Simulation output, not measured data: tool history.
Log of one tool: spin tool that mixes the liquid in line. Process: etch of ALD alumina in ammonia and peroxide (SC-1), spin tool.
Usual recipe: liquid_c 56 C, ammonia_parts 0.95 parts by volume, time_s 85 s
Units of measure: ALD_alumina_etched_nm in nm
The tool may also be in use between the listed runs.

| run | hour | liquid_c | ammonia_parts | time_s | read-back film thickness of the ALD alumina reference wafer, read on the same gauge (nm) | ALD_alumina_etched_nm |
|---|---|---|---|---|---|---|
| 1 | 0 | 56 | 0.95 | 85 | 149.994 | 4.331 |
| 2 | 47.4 | 56 | 0.95 | 85 | 150.001 | 4.342 |
| 3 | 103.7 | 56 | 0.95 | 85 | 149.984 | 4.327 |
| 4 | 163.6 | 56 | 0.95 | 85 | 150.021 | 4.276 |
| 5 | 188.7 | 56 | 0.95 | 85 | 150.019 | 4.298 |
| 6 | 226.8 | 56 | 0.95 | 85 | 149.995 | 4.317 |
| 7 | 254.9 | 56 | 0.95 | 115 | 149.994 | 5.776 |
|  | 317.9 | heated supply line repaired |
| 8 | 350.8 | 50 | 1.2 | 85 | 149.988 | 3.154 |
| 9 | 403.4 | 56 | 0.95 | 110 | 150.035 | 5.538 |
| 10 | 455.6 | 56 | 0.95 | 110 | 149.988 | 5.558 |
|  | 462.4 | gauge calibrated |
| 11 | 503.4 | 56 | 0.95 | 85 | 149.946 | 4.187 |
| 12 | 555.6 | 56 | 0.95 | 85 | 150.01 | 4.229 |
| 13 | 603.3 | 56 | 1.1 | 130 | 149.968 | 6.541 |
|  | 621.1 | new drum of ammonia solution connected |
| 14 | 660.7 | 64.5 | 0.8 | 35 | 149.954 | 2.653 |
| 15 | 721.6 | 56 | 0.55 | 85 | 150.014 | 3.961 |
| 16 | 760.5 | 56 | 0.95 | 85 | 150.003 | 4.175 |
| 17 | 786 | 56 | 0.95 | 50 | 150.025 | 2.425 |
|  | 790.6 | thermometer replaced |
| 18 | 852 | 56 | 1.2 | 115 | 150.007 | 6.118 |
|  | 853.6 | ammonia flow meter replaced |
| 19 | 903 | 56 | 0.95 | 85 | 149.993 | 4.483 |
| 20 | 927.2 | 46 | 1.2 | 50 | 149.957 | 1.548 |
| 21 | 971.2 | 64.5 | 1.2 | 125 | 150.023 | 10.254 |
| 22 | 1039.5 | 52.5 | 0.95 | 85 | 150.021 | 3.655 |
| 23 | 1084.6 | 56 | 0.95 | 135 | 150.014 | 7.068 |
| 24 | 1144.9 | 56 | 0.95 | 85 | 150.008 | 4.395 |
| 25 | 1203.7 | 59 | 0.95 | 85 | 149.989 | 5.14 |

Here are 4 independent what-if runs from the current tool condition. What would each one return?
| A | 1204.1 | 56 | 0.95 | 120 | ? | ? |
| B | 1204.1 | 56 | 0.7 | 85 | ? | ? |
| C | 1204.1 | 46.5 | 0.95 | 85 | ? | ? |
| D | 1204.1 | 59 | 0.85 | 85 | ? | ? |

| run | read-back film thickness of the ALD alumina reference wafer, read on the same gauge (nm) | ALD_alumina_etched_nm |
|---|---|---|
| A | 150.01 | 6.279 |
| B | 150.01 | 4.321 |
| C | 150.01 | 2.645 |
| D | 150.01 | 5.15 |
Had the tool no hidden state, the same runs would have come out as:
| run | ALD_alumina_etched_nm |
|---|---|
| A | 6.461 |
| B | 4.446 |
| C | 2.727 |
| D | 5.296 |
